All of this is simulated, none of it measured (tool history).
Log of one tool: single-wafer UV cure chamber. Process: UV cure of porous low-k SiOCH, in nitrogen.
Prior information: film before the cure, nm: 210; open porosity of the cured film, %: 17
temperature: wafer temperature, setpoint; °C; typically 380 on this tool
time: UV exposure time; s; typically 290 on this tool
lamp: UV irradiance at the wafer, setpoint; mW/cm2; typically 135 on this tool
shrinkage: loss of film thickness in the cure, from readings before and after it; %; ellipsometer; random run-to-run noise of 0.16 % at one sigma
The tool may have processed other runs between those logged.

run 1 hour=0.0 | temperature=380 time=290 lamp=135 | shrinkage=13.013
run 2 hour=61.8 | temperature=380 time=290 lamp=135 | shrinkage=12.661
run 3 hour=101.1 | temperature=380 time=290 lamp=151 | shrinkage=13.304
run 4 hour=174.0 | temperature=380 time=290 lamp=151 | shrinkage=12.847
run 5 hour=212.3 | temperature=380 time=290 lamp=135 | shrinkage=12.343
run 6 hour=297.0 | temperature=380 time=290 lamp=135 | shrinkage=12.220
-- hour=339.6 quartz window cleaned
run 7 hour=353.9 | temperature=369 time=290 lamp=135 | shrinkage=12.390
run 8 hour=420.1 | temperature=380 time=290 lamp=135 | shrinkage=12.804
run 9 hour=523.8 | temperature=380 time=290 lamp=135 | shrinkage=12.644
run 10 hour=628.2 | temperature=398 time=290 lamp=98 | shrinkage=11.174
run 11 hour=727.2 | temperature=393 time=430 lamp=155 | shrinkage=14.631
-- hour=773.7 UV bulbs replaced
run 12 hour=780.3 | temperature=380 time=290 lamp=135 | shrinkage=12.365
-- hour=866.7 quartz window cleaned
run 13 hour=1040.2 | temperature=367 time=395 lamp=135 | shrinkage=13.714
run 14 hour=1121.8 | temperature=397 time=180 lamp=111 | shrinkage=10.279
run 15 hour=1369.1 | temperature=380 time=290 lamp=102 | shrinkage=10.799
-- hour=1384.5 quartz window cleaned
run 16 hour=1646.6 | temperature=380 time=290 lamp=135 | shrinkage=12.731

Alternative continuations, all from the tool just after run 16; predict every row:
run A hour=1647.1 | temperature=380 time=290 lamp=135 | shrinkage=?
run B hour=1647.1 | temperature=387 time=215 lamp=147 | shrinkage=?
run C hour=1647.1 | temperature=380 time=440 lamp=135 | shrinkage=?
run D hour=1647.1 | temperature=380 time=225 lamp=157 | shrinkage=?
run E hour=1647.1 | temperature=393 time=290 lamp=135 | shrinkage=?

run=A shrinkage=12.636
run=B shrinkage=11.812
run=C shrinkage=14.521
run=D shrinkage=12.179
run=E shrinkage=12.869
Had the tool no hidden state, the same runs would have come out as:
run=A shrinkage=13.231
run=B shrinkage=12.399
run=C shrinkage=15.126
run=D shrinkage=12.769
run=E shrinkage=13.466
